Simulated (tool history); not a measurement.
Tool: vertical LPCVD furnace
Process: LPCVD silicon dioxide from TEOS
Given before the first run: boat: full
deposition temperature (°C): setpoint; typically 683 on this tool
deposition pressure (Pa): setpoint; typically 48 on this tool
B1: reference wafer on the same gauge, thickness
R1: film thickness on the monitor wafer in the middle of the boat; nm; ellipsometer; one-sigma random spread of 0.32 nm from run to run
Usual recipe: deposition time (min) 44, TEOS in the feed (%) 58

{"run": 1, "hour": 0.0, "deposition temperature (°C)": 683, "deposition pressure (Pa)": 43.3, "deposition time (min)": 44, "TEOS in the feed (%)": 58, "B1": 241.62, "R1": 203.78}
{"run": 2, "hour": 7.0, "deposition temperature (°C)": 683, "deposition pressure (Pa)": 43.3, "deposition time (min)": 44, "TEOS in the feed (%)": 58, "B1": 241.64, "R1": 203.8}
{"run": 3, "hour": 14.8, "deposition temperature (°C)": 683, "deposition pressure (Pa)": 43.3, "deposition time (min)": 44, "TEOS in the feed (%)": 58, "B1": 241.44, "R1": 203.3}
{"run": 4, "hour": 23.9, "deposition temperature (°C)": 683, "deposition pressure (Pa)": 48, "deposition time (min)": 44, "TEOS in the feed (%)": 58, "B1": 241.56, "R1": 214.42}
{"run": 5, "hour": 34.7, "deposition temperature (°C)": 683, "deposition pressure (Pa)": 48, "deposition time (min)": 44, "TEOS in the feed (%)": 58, "B1": 241.35, "R1": 214.24}
{"hour": 63.9, "done": "TEOS flow controller replaced"}
{"run": 6, "hour": 64.4, "deposition temperature (°C)": 683, "deposition pressure (Pa)": 48, "deposition time (min)": 44, "TEOS in the feed (%)": 58, "B1": 241.27, "R1": 213.91}
{"run": 7, "hour": 81.8, "deposition temperature (°C)": 683, "deposition pressure (Pa)": 48, "deposition time (min)": 44, "TEOS in the feed (%)": 58, "B1": 240.92, "R1": 213.58}
{"hour": 110.2, "done": "thermocouples replaced and temperature profile calibrated"}
{"run": 8, "hour": 110.7, "deposition temperature (°C)": 683, "deposition pressure (Pa)": 48, "deposition time (min)": 44, "TEOS in the feed (%)": 58, "B1": 240.43, "R1": 213.06}
{"run": 9, "hour": 114.6, "deposition temperature (°C)": 683, "deposition pressure (Pa)": 48, "deposition time (min)": 44, "TEOS in the feed (%)": 58, "B1": 240.36, "R1": 213.68}
{"run": 10, "hour": 118.5, "deposition temperature (°C)": 683, "deposition pressure (Pa)": 48, "deposition time (min)": 29, "TEOS in the feed (%)": 58, "B1": 240.45, "R1": 140.36}
{"hour": 139.4, "done": "pressure gauge zeroed"}
{"hour": 139.7, "done": "gauge calibrated"}
{"run": 11, "hour": 139.9, "deposition temperature (°C)": 683, "deposition pressure (Pa)": 39.3, "deposition time (min)": 44, "TEOS in the feed (%)": 51, "B1": 242.22, "R1": 182.34}
{"run": 12, "hour": 143.8, "deposition temperature (°C)": 674, "deposition pressure (Pa)": 48, "deposition time (min)": 44, "TEOS in the feed (%)": 58, "B1": 242.09, "R1": 172.76}
{"run": 13, "hour": 147.7, "deposition temperature (°C)": 673, "deposition pressure (Pa)": 48, "deposition time (min)": 44, "TEOS in the feed (%)": 64, "B1": 242.08, "R1": 177.16}
{"run": 14, "hour": 151.5, "deposition temperature (°C)": 672, "deposition pressure (Pa)": 48, "deposition time (min)": 52.5, "TEOS in the feed (%)": 58, "B1": 242.05, "R1": 196.2}
{"run": 15, "hour": 161.0, "deposition temperature (°C)": 678, "deposition pressure (Pa)": 36.7, "deposition time (min)": 56, "TEOS in the feed (%)": 58, "B1": 242, "R1": 211.78}
{"run": 16, "hour": 193.1, "deposition temperature (°C)": 678, "deposition pressure (Pa)": 42, "deposition time (min)": 51.5, "TEOS in the feed (%)": 49, "B1": 241.92, "R1": 191.27}

Pick out some run-to-run changes in R1. Of each, how much would a tool without hidden state show as well, from the settings, what came in and chance, and how much is left for the hidden state and any gauge scatter not in both results compared?
The tool's hidden condition here consists of: true tube temperature minus thermocouple reading, K; true pressure minus gauge reading, mTorr; deviation of the TEOS flow from its setpoint, %; gauge reads high (%).
Run 9 -> 10: deposition time (min) 44 -> 29. R1 -73.32 nm: hidden state +0.44, all else -73.76.
Run 10 -> 11: deposition pressure (Pa) 48 -> 39.3, deposition time (min) 29 -> 44, TEOS in the feed (%) 58 -> 51, pressure gauge zeroed, gauge calibrated. R1 +41.98 nm: hidden state +1.01, all else +40.97.

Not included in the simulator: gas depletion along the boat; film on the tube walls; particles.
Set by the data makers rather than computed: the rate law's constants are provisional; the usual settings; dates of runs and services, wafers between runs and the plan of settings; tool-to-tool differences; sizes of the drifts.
